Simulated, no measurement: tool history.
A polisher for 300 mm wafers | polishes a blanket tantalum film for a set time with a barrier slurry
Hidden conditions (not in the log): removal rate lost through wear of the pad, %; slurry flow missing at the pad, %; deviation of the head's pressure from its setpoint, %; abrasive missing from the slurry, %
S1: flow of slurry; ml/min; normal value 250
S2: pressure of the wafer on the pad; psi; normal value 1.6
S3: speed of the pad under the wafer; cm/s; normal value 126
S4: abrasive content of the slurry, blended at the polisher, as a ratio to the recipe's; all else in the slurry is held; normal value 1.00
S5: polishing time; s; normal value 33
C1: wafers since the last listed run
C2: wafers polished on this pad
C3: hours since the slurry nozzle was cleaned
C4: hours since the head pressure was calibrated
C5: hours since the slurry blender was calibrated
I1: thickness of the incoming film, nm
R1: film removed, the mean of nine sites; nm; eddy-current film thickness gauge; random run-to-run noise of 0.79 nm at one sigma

{"run": 1, "hour": 0.0, "S1": 250, "S2": 1.6, "S3": 126, "S4": 1.0, "S5": 42, "C1": 0, "C2": 501, "C3": 106.0, "C4": 341.0, "C5": 37.1, "I1": 198.3, "R1": 71.2}
{"run": 2, "hour": 14.0, "S1": 180, "S2": 1.6, "S3": 108, "S4": 1.0, "S5": 33, "C1": 117, "C2": 618, "C3": 120.0, "C4": 355.0, "C5": 51.1, "I1": 198.2, "R1": 44.5}
{"run": 3, "hour": 23.2, "S1": 180, "S2": 1.6, "S3": 108, "S4": 1.0, "S5": 33, "C1": 76, "C2": 695, "C3": 129.2, "C4": 364.2, "C5": 60.3, "I1": 200.3, "R1": 45.0}
{"hour": 29.9, "done": "worn pad replaced by a new one"}
{"run": 4, "hour": 30.4, "S1": 180, "S2": 1.6, "S3": 108, "S4": 1.0, "S5": 33, "C1": 26, "C2": 4, "C3": 136.4, "C4": 371.4, "C5": 67.5, "I1": 197.9, "R1": 46.8}
{"run": 5, "hour": 67.9, "S1": 250, "S2": 1.6, "S3": 126, "S4": 1.0, "S5": 33, "C1": 313, "C2": 318, "C3": 173.9, "C4": 408.9, "C5": 105.0, "I1": 201.3, "R1": 55.6}
{"run": 6, "hour": 74.3, "S1": 250, "S2": 1.6, "S3": 126, "S4": 1.0, "S5": 33, "C1": 53, "C2": 371, "C3": 180.3, "C4": 415.3, "C5": 111.4, "I1": 198.7, "R1": 54.6}
{"run": 7, "hour": 91.4, "S1": 250, "S2": 1.6, "S3": 126, "S4": 1.0, "S5": 33, "C1": 143, "C2": 514, "C3": 197.4, "C4": 432.4, "C5": 128.5, "I1": 198.3, "R1": 53.8}
{"run": 8, "hour": 105.1, "S1": 250, "S2": 1.6, "S3": 126, "S4": 1.0, "S5": 33, "C1": 114, "C2": 629, "C3": 211.1, "C4": 446.1, "C5": 142.2, "I1": 201.3, "R1": 54.4}
{"hour": 121.7, "done": "worn pad replaced by a new one"}
{"run": 9, "hour": 122.2, "S1": 250, "S2": 1.6, "S3": 126, "S4": 1.0, "S5": 33, "C1": 109, "C2": 4, "C3": 228.2, "C4": 463.2, "C5": 159.3, "I1": 198.6, "R1": 54.7}
{"run": 10, "hour": 138.0, "S1": 250, "S2": 1.6, "S3": 126, "S4": 1.0, "S5": 33, "C1": 132, "C2": 136, "C3": 244.0, "C4": 479.0, "C5": 175.1, "I1": 199.8, "R1": 54.9}
{"run": 11, "hour": 149.4, "S1": 250, "S2": 1.6, "S3": 126, "S4": 1.0, "S5": 33, "C1": 95, "C2": 231, "C3": 255.4, "C4": 490.4, "C5": 186.5, "I1": 199.4, "R1": 54.4}
{"run": 12, "hour": 163.2, "S1": 250, "S2": 1.6, "S3": 126, "S4": 1.0, "S5": 33, "C1": 115, "C2": 347, "C3": 269.2, "C4": 504.2, "C5": 200.3, "I1": 200.7, "R1": 52.8}
{"hour": 169.9, "done": "slurry blender recalibrated"}
{"run": 13, "hour": 177.4, "S1": 200, "S2": 1.6, "S3": 126, "S4": 1.0, "S5": 33, "C1": 102, "C2": 449, "C3": 283.4, "C4": 518.4, "C5": 7.5, "I1": 201.6, "R1": 57.5}
{"hour": 215.8, "done": "worn pad replaced by a new one"}
{"run": 14, "hour": 225.6, "S1": 250, "S2": 1.6, "S3": 126, "S4": 1.0, "S5": 33, "C1": 369, "C2": 82, "C3": 331.6, "C4": 566.6, "C5": 55.7, "I1": 200.0, "R1": 58.2}
{"hour": 231.0, "done": "slurry nozzle cleaned"}
{"run": 15, "hour": 235.4, "S1": 250, "S2": 1.6, "S3": 126, "S4": 1.0, "S5": 33, "C1": 73, "C2": 155, "C3": 4.4, "C4": 576.4, "C5": 65.5, "I1": 199.9, "R1": 56.4}
{"run": 16, "hour": 247.8, "S1": 250, "S2": 1.8, "S3": 126, "S4": 1.0, "S5": 42, "C1": 103, "C2": 259, "C3": 16.8, "C4": 588.8, "C5": 77.9, "I1": 201.9, "R1": 79.0}
{"run": 17, "hour": 259.1, "S1": 250, "S2": 1.6, "S3": 126, "S4": 1.0, "S5": 25, "C1": 94, "C2": 354, "C3": 28.1, "C4": 600.1, "C5": 89.2, "I1": 202.4, "R1": 41.4}
{"hour": 291.0, "done": "head pressure recalibrated"}
{"hour": 306.3, "done": "worn pad replaced by a new one"}
{"run": 18, "hour": 312.2, "S1": 250, "S2": 1.6, "S3": 108, "S4": 0.75, "S5": 33, "C1": 394, "C2": 49, "C3": 81.2, "C4": 21.2, "C5": 142.3, "I1": 200.7, "R1": 40.3}
{"run": 19, "hour": 322.2, "S1": 250, "S2": 2.1, "S3": 126, "S4": 1.0, "S5": 24, "C1": 83, "C2": 133, "C3": 91.2, "C4": 31.2, "C5": 152.3, "I1": 200.2, "R1": 50.6}
{"run": 20, "hour": 335.8, "S1": 250, "S2": 1.6, "S3": 162, "S4": 1.0, "S5": 33, "C1": 113, "C2": 246, "C3": 104.8, "C4": 44.8, "C5": 165.9, "I1": 200.6, "R1": 70.5}
{"run": 21, "hour": 346.4, "S1": 250, "S2": 1.6, "S3": 126, "S4": 1.0, "S5": 33, "C1": 88, "C2": 335, "C3": 115.4, "C4": 55.4, "C5": 176.5, "I1": 200.9, "R1": 53.8}
{"run": 22, "hour": 363.3, "S1": 170, "S2": 1.6, "S3": 126, "S4": 1.0, "S5": 33, "C1": 141, "C2": 476, "C3": 132.3, "C4": 72.3, "C5": 193.4, "I1": 200.2, "R1": 51.0}
{"run": 23, "hour": 392.4, "S1": 250, "S2": 1.6, "S3": 126, "S4": 1.2, "S5": 33, "C1": 243, "C2": 720, "C3": 161.4, "C4": 101.4, "C5": 222.5, "I1": 203.4, "R1": 55.7}
{"hour": 399.2, "done": "worn pad replaced by a new one"}
{"run": 24, "hour": 408.4, "S1": 250, "S2": 1.6, "S3": 126, "S4": 1.0, "S5": 33, "C1": 100, "C2": 77, "C3": 177.4, "C4": 117.4, "C5": 238.5, "I1": 202.3, "R1": 54.2}
{"hour": 426.3, "done": "slurry blender recalibrated"}
{"run": 25, "hour": 426.8, "S1": 250, "S2": 1.6, "S3": 126, "S4": 1.0, "S5": 33, "C1": 137, "C2": 214, "C3": 195.8, "C4": 135.8, "C5": 0.5, "I1": 200.2, "R1": 60.0}
{"run": 26, "hour": 437.2, "S1": 250, "S2": 2.1, "S3": 106, "S4": 1.15, "S5": 33, "C1": 87, "C2": 301, "C3": 206.2, "C4": 146.2, "C5": 10.9, "I1": 203.2, "R1": 66.8}
{"run": 27, "hour": 444.9, "S1": 250, "S2": 2.2, "S3": 154, "S4": 1.0, "S5": 33, "C1": 64, "C2": 365, "C3": 213.9, "C4": 153.9, "C5": 18.6, "I1": 198.7, "R1": 93.6}
{"run": 28, "hour": 456.1, "S1": 250, "S2": 1.6, "S3": 108, "S4": 0.75, "S5": 33, "C1": 93, "C2": 459, "C3": 225.1, "C4": 165.1, "C5": 29.8, "I1": 198.6, "R1": 41.3}
{"run": 29, "hour": 473.8, "S1": 250, "S2": 1.6, "S3": 126, "S4": 1.0, "S5": 33, "C1": 148, "C2": 607, "C3": 242.8, "C4": 182.8, "C5": 47.5, "I1": 201.2, "R1": 54.4}

Take each entry between the runs: how does the hidden state at the last listed run before it differ from the hidden state at the first listed run after it?
In the gap between runs 3 and 4: worn pad replaced by a new one (hour 29.9)
  removal rate lost through wear of the pad, %: 6.41 -> 0.257; abrasive missing from the slurry, %: 11.9 -> 12.7
  difference, measured minus the result without the unlogged condition, R1: -5.8 -> -3.1 nm
In the gap between runs 8 and 9: worn pad replaced by a new one (hour 121.7)
  removal rate lost through wear of the pad, %: 4.98 -> 0.438; abrasive missing from the slurry, %: 18 -> 18.6
  difference, measured minus the result without the unlogged condition, R1: -8.4 -> -5.8 nm
In the gap between runs 12 and 13: slurry blender recalibrated (hour 169.9)
  removal rate lost through wear of the pad, %: 1.88 -> 3.03; abrasive missing from the slurry, %: 19.7 -> 2.48
  difference, measured minus the result without the unlogged condition, R1: -7.0 -> -2.5 nm
In the gap between runs 13 and 14: worn pad replaced by a new one (hour 215.8)
  removal rate lost through wear of the pad, %: 3.03 -> 1.98; abrasive missing from the slurry, %: 2.48 -> 11.1
  difference, measured minus the result without the unlogged condition, R1: -2.5 -> -4.4 nm
In the gap between runs 14 and 15: slurry nozzle cleaned (hour 231.0)
  removal rate lost through wear of the pad, %: 1.98 -> 2.22; abrasive missing from the slurry, %: 11.1 -> 12.3
  difference, measured minus the result without the unlogged condition, R1: -4.4 -> -4.8 nm
In the gap between runs 17 and 18: head pressure recalibrated (hour 291.0); worn pad replaced by a new one (hour 306.3)
  removal rate lost through wear of the pad, %: 3.47 -> 0.153; abrasive missing from the slurry, %: 14.6 -> 17.8
  difference, measured minus the result without the unlogged condition, R1: -4.6 -> -5.2 nm
In the gap between runs 23 and 24: worn pad replaced by a new one (hour 399.2)
  removal rate lost through wear of the pad, %: 6.31 -> 0.919; abrasive missing from the slurry, %: 19.9 -> 20.1
  difference, measured minus the result without the unlogged condition, R1: -9.3 -> -6.8 nm
In the gap between runs 24 and 25: slurry blender recalibrated (hour 426.3)
  removal rate lost through wear of the pad, %: 0.919 -> 1.48; abrasive missing from the slurry, %: 20.1 -> 2.06
  difference, measured minus the result without the unlogged condition, R1: -6.8 -> -1.4 nm
